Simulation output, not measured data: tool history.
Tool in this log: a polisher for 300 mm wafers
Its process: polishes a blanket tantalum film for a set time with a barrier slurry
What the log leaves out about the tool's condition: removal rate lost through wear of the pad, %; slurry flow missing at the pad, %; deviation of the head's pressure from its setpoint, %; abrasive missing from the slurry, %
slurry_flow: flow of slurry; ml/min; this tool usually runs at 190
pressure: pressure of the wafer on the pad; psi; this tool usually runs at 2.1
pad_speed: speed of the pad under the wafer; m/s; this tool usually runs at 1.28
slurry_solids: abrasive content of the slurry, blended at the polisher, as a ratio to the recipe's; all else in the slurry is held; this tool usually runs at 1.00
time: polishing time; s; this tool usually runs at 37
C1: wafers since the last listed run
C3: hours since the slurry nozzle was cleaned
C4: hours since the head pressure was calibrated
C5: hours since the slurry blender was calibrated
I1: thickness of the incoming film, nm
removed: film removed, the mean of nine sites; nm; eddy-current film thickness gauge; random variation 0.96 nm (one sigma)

run 1 hour=0.0 | slurry_flow=145 pressure=2.1 pad_speed=1.48 slurry_solids=1.00 time=37 | C1=0 wafers_polished_on_this_pad=30 C3=128.9 C4=468.4 C5=173.9 | I1=237.3 | removed=76.2
run 2 hour=32.5 | slurry_flow=190 pressure=2.1 pad_speed=1.28 slurry_solids=1.00 time=37 | C1=246 wafers_polished_on_this_pad=276 C3=161.4 C4=500.9 C5=206.4 | I1=241.7 | removed=70.1
run 3 hour=105.7 | slurry_flow=190 pressure=2.1 pad_speed=1.28 slurry_solids=1.00 time=37 | C1=554 wafers_polished_on_this_pad=830 C3=234.6 C4=574.1 C5=279.6 | I1=242.1 | removed=69.3
run 4 hour=145.3 | slurry_flow=190 pressure=2.1 pad_speed=1.28 slurry_solids=1.00 time=37 | C1=299 wafers_polished_on_this_pad=1129 C3=274.2 C4=613.7 C5=319.2 | I1=242.7 | removed=70.3
-- hour=155.6 head pressure recalibrated
run 5 hour=195.4 | slurry_flow=190 pressure=2.1 pad_speed=1.28 slurry_solids=1.00 time=37 | C1=364 wafers_polished_on_this_pad=1493 C3=324.3 C4=39.8 C5=369.3 | I1=239.6 | removed=70.3
run 6 hour=229.0 | slurry_flow=190 pressure=2.1 pad_speed=1.28 slurry_solids=1.00 time=37 | C1=254 wafers_polished_on_this_pad=1748 C3=357.9 C4=73.4 C5=402.9 | I1=241.2 | removed=69.2
run 7 hour=261.7 | slurry_flow=190 pressure=1.7 pad_speed=1.28 slurry_solids=1.00 time=43 | C1=247 wafers_polished_on_this_pad=1995 C3=390.6 C4=106.1 C5=435.6 | I1=239.8 | removed=67.9
run 8 hour=306.1 | slurry_flow=215 pressure=2.1 pad_speed=1.28 slurry_solids=1.00 time=25 | C1=336 wafers_polished_on_this_pad=2331 C3=435.0 C4=150.5 C5=480.0 | I1=238.5 | removed=49.5
run 9 hour=331.3 | slurry_flow=230 pressure=2.1 pad_speed=1.28 slurry_solids=1.00 time=37 | C1=190 wafers_polished_on_this_pad=2522 C3=460.2 C4=175.7 C5=505.2 | I1=243.5 | removed=71.5
run 10 hour=400.0 | slurry_flow=190 pressure=2.1 pad_speed=1.28 slurry_solids=1.00 time=37 | C1=520 wafers_polished_on_this_pad=3042 C3=528.9 C4=244.4 C5=573.9 | I1=243.6 | removed=70.3
-- hour=430.2 slurry blender recalibrated
run 11 hour=447.3 | slurry_flow=190 pressure=2.1 pad_speed=1.28 slurry_solids=1.00 time=37 | C1=342 wafers_polished_on_this_pad=3385 C3=576.2 C4=291.7 C5=17.1 | I1=240.4 | removed=69.6
run 12 hour=511.5 | slurry_flow=190 pressure=1.5 pad_speed=1.44 slurry_solids=1.00 time=37 | C1=485 wafers_polished_on_this_pad=3871 C3=640.4 C4=355.9 C5=81.3 | I1=242.1 | removed=57.1
run 13 hour=559.6 | slurry_flow=190 pressure=2.1 pad_speed=1.28 slurry_solids=1.00 time=37 | C1=364 wafers_polished_on_this_pad=4235 C3=688.5 C4=404.0 C5=129.4 | I1=243.7 | removed=69.3
-- hour=568.7 worn pad replaced by a new one
-- hour=600.0 slurry nozzle cleaned
run 14 hour=607.0 | slurry_flow=190 pressure=2.1 pad_speed=1.62 slurry_solids=1.00 time=37 | C1=320 wafers_polished_on_this_pad=282 C3=7.0 C4=451.4 C5=176.8 | I1=239.5 | removed=84.4
run 15 hour=640.1 | slurry_flow=160 pressure=1.6 pad_speed=1.28 slurry_solids=1.10 time=41 | C1=250 wafers_polished_on_this_pad=532 C3=40.1 C4=484.5 C5=209.9 | I1=243.5 | removed=60.2
run 16 hour=720.6 | slurry_flow=255 pressure=2.1 pad_speed=1.28 slurry_solids=0.80 time=37 | C1=609 wafers_polished_on_this_pad=1142 C3=120.6 C4=565.0 C5=290.4 | I1=242.4 | removed=65.6
run 17 hour=787.2 | slurry_flow=240 pressure=1.8 pad_speed=1.28 slurry_solids=1.00 time=48 | C1=504 wafers_polished_on_this_pad=1646 C3=187.2 C4=631.6 C5=357.0 | I1=240.8 | removed=81.6
run 18 hour=821.5 | slurry_flow=190 pressure=2.1 pad_speed=1.28 slurry_solids=1.10 time=37 | C1=259 wafers_polished_on_this_pad=1905 C3=221.5 C4=665.9 C5=391.3 | I1=241.7 | removed=71.9
-- hour=833.1 head pressure recalibrated
run 19 hour=857.9 | slurry_flow=190 pressure=2.1 pad_speed=1.28 slurry_solids=1.15 time=37 | C1=260 wafers_polished_on_this_pad=2166 C3=257.9 C4=24.8 C5=427.7 | I1=242.7 | removed=72.5
run 20 hour=918.4 | slurry_flow=140 pressure=2.1 pad_speed=1.42 slurry_solids=1.00 time=37 | C1=457 wafers_polished_on_this_pad=2624 C3=318.4 C4=85.3 C5=488.2 | I1=239.5 | removed=73.2
run 21 hour=949.3 | slurry_flow=190 pressure=2.1 pad_speed=1.28 slurry_solids=1.00 time=37 | C1=233 wafers_polished_on_this_pad=2858 C3=349.3 C4=116.2 C5=519.1 | I1=238.6 | removed=69.3
run 22 hour=982.2 | slurry_flow=190 pressure=2.7 pad_speed=1.68 slurry_solids=1.00 time=28 | C1=249 wafers_polished_on_this_pad=3107 C3=382.2 C4=149.1 C5=552.0 | I1=240.0 | removed=86.3
-- hour=987.1 slurry blender recalibrated
run 23 hour=1022.2 | slurry_flow=255 pressure=2.1 pad_speed=1.28 slurry_solids=1.00 time=37 | C1=287 wafers_polished_on_this_pad=3394 C3=422.2 C4=189.1 C5=35.1 | I1=243.9 | removed=72.5
run 24 hour=1091.9 | slurry_flow=190 pressure=2.1 pad_speed=1.28 slurry_solids=1.00 time=32 | C1=527 wafers_polished_on_this_pad=3922 C3=491.9 C4=258.8 C5=104.8 | I1=245.0 | removed=60.8
run 25 hour=1158.3 | slurry_flow=170 pressure=2.3 pad_speed=1.66 slurry_solids=1.30 time=37 | C1=502 wafers_polished_on_this_pad=4424 C3=558.3 C4=325.2 C5=171.2 | I1=238.7 | removed=100.6
-- hour=1176.4 worn pad replaced by a new one
run 26 hour=1201.3 | slurry_flow=190 pressure=2.1 pad_speed=1.52 slurry_solids=0.85 time=37 | C1=295 wafers_polished_on_this_pad=188 C3=601.3 C4=368.2 C5=214.2 | I1=244.1 | removed=76.1
run 27 hour=1231.2 | slurry_flow=190 pressure=2.4 pad_speed=1.28 slurry_solids=1.00 time=41 | C1=226 wafers_polished_on_this_pad=414 C3=631.2 C4=398.1 C5=244.1 | I1=240.9 | removed=89.4
run 28 hour=1311.6 | slurry_flow=165 pressure=2.1 pad_speed=1.40 slurry_solids=1.00 time=37 | C1=608 wafers_polished_on_this_pad=1023 C3=711.6 C4=478.5 C5=324.5 | I1=240.3 | removed=72.4
-- hour=1342.6 slurry nozzle cleaned
run 29 hour=1361.7 | slurry_flow=190 pressure=2.1 pad_speed=1.28 slurry_solids=1.00 time=37 | C1=371 wafers_polished_on_this_pad=1395 C3=19.1 C4=528.6 C5=374.6 | I1=240.8 | removed=69.5
run 30 hour=1393.2 | slurry_flow=190 pressure=1.6 pad_speed=1.28 slurry_solids=1.30 time=37 | C1=238 wafers_polished_on_this_pad=1633 C3=50.6 C4=560.1 C5=406.1 | I1=243.7 | removed=59.6
-- hour=1523.2 head pressure recalibrated
-- hour=1533.2 slurry blender recalibrated
run 31 hour=1605.0 | slurry_flow=190 pressure=2.1 pad_speed=1.28 slurry_solids=1.00 time=37 | C1=1572 wafers_polished_on_this_pad=3206 C3=262.4 C4=81.8 C5=71.8 | I1=235.2 | removed=71.5

Alternative continuations, all from the tool just after run 31; predict every row:
run A hour=1605.4 | slurry_flow=135 pressure=2.1 pad_speed=1.28 slurry_solids=1.00 time=37 | C1=3 wafers_polished_on_this_pad=3209 C3=262.8 C4=82.2 C5=72.2 | I1=239.8 | removed=?
run B hour=1605.4 | slurry_flow=190 pressure=2.6 pad_speed=1.28 slurry_solids=1.00 time=43 | C1=3 wafers_polished_on_this_pad=3209 C3=262.8 C4=82.2 C5=72.2 | I1=239.8 | removed=?
run C hour=1605.4 | slurry_flow=190 pressure=1.6 pad_speed=1.68 slurry_solids=1.00 time=37 | C1=3 wafers_polished_on_this_pad=3209 C3=262.8 C4=82.2 C5=72.2 | I1=239.8 | removed=?

run=A removed=65.5
run=B removed=99.4
run=C removed=68.3
With no hidden state in the tool, these same runs would have given:
run=A removed=65.5
run=B removed=99.4
run=C removed=68.3
